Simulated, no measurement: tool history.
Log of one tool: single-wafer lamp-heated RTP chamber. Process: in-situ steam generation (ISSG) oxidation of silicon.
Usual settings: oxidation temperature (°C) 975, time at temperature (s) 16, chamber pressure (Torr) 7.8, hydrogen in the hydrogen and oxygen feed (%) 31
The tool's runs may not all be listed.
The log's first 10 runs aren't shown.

run	day	oxidation temperature (°C)	time at temperature (s)	chamber pressure (Torr)	hydrogen in the hydrogen and oxygen feed (%)	wafers since the last listed run	wafers since the last pyrometer calibration	hours since the pressure gauge was zeroed	hours since the hydrogen flow controller was replaced	hours since the gauge calibration	read-back reference wafer on the same gauge, thickness	oxide thickness on the monitor wafer (nm)
11	4.175	981	16	7.8	28	76	1256	4487.4	100.7	561.2	4.780	5.451
# day 4.483: gauge calibrated
12	4.796	975	16	7.8	31	178	1435	4502.3	115.6	7.5	4.781	5.503
13	5.188	991	16	7.8	23	112	1547	4511.7	125.0	16.9	4.779	5.371
14	5.900	975	16	7.8	31	204	1752	4528.8	142.1	34.0	4.780	5.503
15	6.312	975	16	7.8	31	118	1871	4538.7	152.0	43.9	4.780	5.505
16	7.912	975	16	7.3	31	460	2331	4577.1	190.4	82.3	4.781	5.536
17	8.175	975	18	7.8	32	75	2406	4583.4	196.7	88.6	4.779	5.838
# day 8.946: pressure gauge zeroed
18	8.967	975	13	7.8	31	131	2538	0.5	215.7	107.6	4.779	5.101
19	9.150	962	16	7.8	31	52	2591	4.9	220.1	112.0	4.780	5.302

Forecast run 20:
20	9.438	975	16	7.8	23	82	2674	11.8	227.0	118.9	?	?

Run 20 gave read-back reference wafer on the same gauge, thickness 4.782, oxide thickness on the monitor wafer (nm) 5.106.
Without the tool's hidden state the same run would have given oxide thickness on the monitor wafer (nm) 5.058.

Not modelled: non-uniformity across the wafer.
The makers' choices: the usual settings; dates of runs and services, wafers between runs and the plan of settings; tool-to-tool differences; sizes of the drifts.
